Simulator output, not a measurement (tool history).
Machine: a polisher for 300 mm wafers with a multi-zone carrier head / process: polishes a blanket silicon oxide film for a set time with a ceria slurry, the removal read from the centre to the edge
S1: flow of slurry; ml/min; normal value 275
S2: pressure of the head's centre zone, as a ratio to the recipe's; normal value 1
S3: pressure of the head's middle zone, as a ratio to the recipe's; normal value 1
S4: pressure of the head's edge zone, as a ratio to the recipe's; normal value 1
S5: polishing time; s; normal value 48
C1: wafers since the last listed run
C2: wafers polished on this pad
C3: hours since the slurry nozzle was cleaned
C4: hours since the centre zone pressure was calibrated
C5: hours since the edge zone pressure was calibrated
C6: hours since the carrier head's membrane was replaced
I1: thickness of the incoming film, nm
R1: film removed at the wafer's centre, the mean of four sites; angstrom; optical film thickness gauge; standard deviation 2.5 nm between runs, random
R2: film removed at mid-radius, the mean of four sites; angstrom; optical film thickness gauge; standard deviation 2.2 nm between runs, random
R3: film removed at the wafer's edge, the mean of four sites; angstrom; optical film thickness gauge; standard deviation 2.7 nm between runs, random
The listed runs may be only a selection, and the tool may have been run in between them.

Run 1, hour 0: usual settings; C1 0; C2 3773; C3 21.6; C4 923.3; C5 481.2; C6 1322.4; I1 1254.1. Result: R1 2009 angstrom, R2 1946 angstrom, R3 1929 angstrom.
At hour 55.8: edge zone pressure recalibrated.
Run 2, hour 107.7: usual settings; C1 1470; C2 5244; C3 129.3; C4 1031; C5 51.9; C6 1430.1; I1 1242.5. Result: R1 2030 angstrom, R2 1943 angstrom, R3 1912 angstrom.
Run 3, hour 166.4: usual settings; C1 816; C2 6060; C3 188; C4 1089.7; C5 110.6; C6 1488.8; I1 1237. Result: R1 2058 angstrom, R2 1946 angstrom, R3 1910 angstrom.
Run 4, hour 228.8: usual settings; C1 868; C2 6929; C3 250.4; C4 1152.1; C5 173; C6 1551.2; I1 1241.7. Result: R1 2032 angstrom, R2 1911 angstrom, R3 1880 angstrom.
At hour 235.1: worn pad replaced by a new one.
Run 5, hour 307.9: usual settings but S1 215 ml/min, S2 1.05; C1 1044; C2 1012; C3 329.5; C4 1231.2; C5 252.1; C6 1630.3; I1 1245.3. Result: R1 2086 angstrom, R2 1833 angstrom, R3 1827 angstrom.
Run 6, hour 384.7: usual settings but S4 0.91; C1 1068; C2 2080; C3 406.3; C4 1308; C5 328.9; C6 1707.1; I1 1250.6. Result: R1 2077 angstrom, R2 1893 angstrom, R3 1791 angstrom.
At hour 429.2: slurry nozzle cleaned.
Run 7, hour 447.9: usual settings but S4 0.91; C1 865; C2 2946; C3 18.7; C4 1371.2; C5 392.1; C6 1770.3; I1 1253.3. Result: R1 2086 angstrom, R2 1919 angstrom, R3 1788 angstrom.
At hour 463: centre zone pressure recalibrated.
At hour 490.1: carrier head's membrane replaced by a new one.
Run 8, hour 542.3: usual settings but S1 245 ml/min, S3 0.88, S5 33 s; C1 1215; C2 4162; C3 113.1; C4 79.3; C5 486.5; C6 52.2; I1 1257.3. Result: R1 1338 angstrom, R2 1162 angstrom, R3 1265 angstrom.
At hour 605.3: edge zone pressure recalibrated.
Run 9, hour 637.3: usual settings; C1 1293; C2 5455; C3 208.1; C4 174.3; C5 32; C6 147.2; I1 1239.3. Result: R1 1997 angstrom, R2 1908 angstrom, R3 1870 angstrom.
Run 10, hour 682.5: usual settings; C1 628; C2 6084; C3 253.3; C4 219.5; C5 77.2; C6 192.4; I1 1225.9. Result: R1 2035 angstrom, R2 1898 angstrom, R3 1912 angstrom.
Run 11, hour 773.5: usual settings but S1 235 ml/min, S2 0.92, S3 1.04, S5 38 s; C1 1266; C2 7350; C3 344.3; C4 310.5; C5 168.2; C6 283.4; I1 1266.1. Result: R1 1413 angstrom, R2 1536 angstrom, R3 1515 angstrom.
At hour 781: worn pad replaced by a new one.
Run 12, hour 852.5: usual settings but S2 1.05, S4 0.95; C1 1043; C2 995; C3 423.3; C4 389.5; C5 247.2; C6 362.4; I1 1261.6. Result: R1 2091 angstrom, R2 1903 angstrom, R3 1858 angstrom.
At hour 881.5: slurry nozzle cleaned.
Run 13, hour 956.3: usual settings but S2 0.95; C1 1430; C2 2425; C3 74.8; C4 493.3; C5 351; C6 466.2; I1 1241.3. Result: R1 1920 angstrom, R2 1916 angstrom, R3 1929 angstrom.
Run 14, hour 1003.5: usual settings; C1 656; C2 3082; C3 122; C4 540.5; C5 398.2; C6 513.4; I1 1231.5. Result: R1 2038 angstrom, R2 1918 angstrom, R3 1887 angstrom.
Run 15, hour 1069: usual settings but S2 0.93, S3 1.07, S4 0.91, S5 43 s; C1 911; C2 3993; C3 187.5; C4 606; C5 463.7; C6 578.9; I1 1253.9. Result: R1 1681 angstrom, R2 1791 angstrom, R3 1640 angstrom.
Run 16, hour 1166.8: usual settings but S1 310 ml/min, S2 1.04, S4 0.93; C1 1360; C2 5354; C3 285.3; C4 703.8; C5 561.5; C6 676.7; I1 1252.9. Result: R1 2201 angstrom, R2 1936 angstrom, R3 1892 angstrom.
At hour 1174.9: edge zone pressure recalibrated.
At hour 1209.4: worn pad replaced by a new one.
Run 17, hour 1258.1: usual settings but S1 340 ml/min, S2 1.07, S4 0.94, S5 33 s; C1 1186; C2 677; C3 376.6; C4 795.1; C5 83.2; C6 768; I1 1223.7. Result: R1 1608 angstrom, R2 1330 angstrom, R3 1272 angstrom.
Run 18, hour 1310.3: usual settings but S4 0.88; C1 726; C2 1404; C3 428.8; C4 847.3; C5 135.4; C6 820.2; I1 1241.4. Result: R1 2044 angstrom, R2 1897 angstrom, R3 1772 angstrom.
Run 19, hour 1417.4: usual settings but S2 0.91; C1 1490; C2 2894; C3 535.9; C4 954.4; C5 242.5; C6 927.3; I1 1245. Result: R1 1872 angstrom, R2 1897 angstrom, R3 1884 angstrom.
At hour 1424.9: slurry nozzle cleaned.
Run 20, hour 1488.7: usual settings but S1 325 ml/min, S2 1.06, S3 0.91, S5 36 s; C1 978; C2 3872; C3 63.8; C4 1025.7; C5 313.8; C6 998.6; I1 1263.6. Result: R1 1698 angstrom, R2 1344 angstrom, R3 1434 angstrom.
Run 21, hour 1582.8: usual settings but S1 240 ml/min, S2 1.09, S5 34 s; C1 1309; C2 5181; C3 157.9; C4 1119.8; C5 407.9; C6 1092.7; I1 1244.7. Result: R1 1538 angstrom, R2 1320 angstrom, R3 1334 angstrom.
Run 22, hour 1620.2: usual settings; C1 520; C2 5701; C3 195.3; C4 1157.2; C5 445.3; C6 1130.1; I1 1262.9. Result: R1 2090 angstrom, R2 1914 angstrom, R3 1935 angstrom.
At hour 1664: worn pad replaced by a new one.
Run 23, hour 1690.5: usual settings but S3 0.92, S5 36 s; C1 922; C2 369; C3 265.6; C4 1227.5; C5 515.6; C6 1200.4; I1 1257.5. Result: R1 1552 angstrom, R2 1352 angstrom, R3 1428 angstrom.

State the hidden condition of the tool at each of the runs:
removal rate lost through wear of the pad, %: 0 on each run
slurry flow missing at the pad, %: 0 on each run
deviation of the edge zone's pressure from its setpoint, %: 0 on each run
H1: deviation of the centre zone's pressure from its setpoint, %
run    H1
  1  6.47
  2  6.71
  3  6.82
  4  6.93
  5  7.05
  6  7.14
  7  7.21
  8  2.14
  9  3.41
 10  3.94
 11  4.85
 12  5.52
 13  6.24
 14  6.53
 15  6.87
 16  7.31
 17  7.65
 18  7.81
 19   8.1
 20  8.26
 21  8.43
 22  8.49
 23   8.6
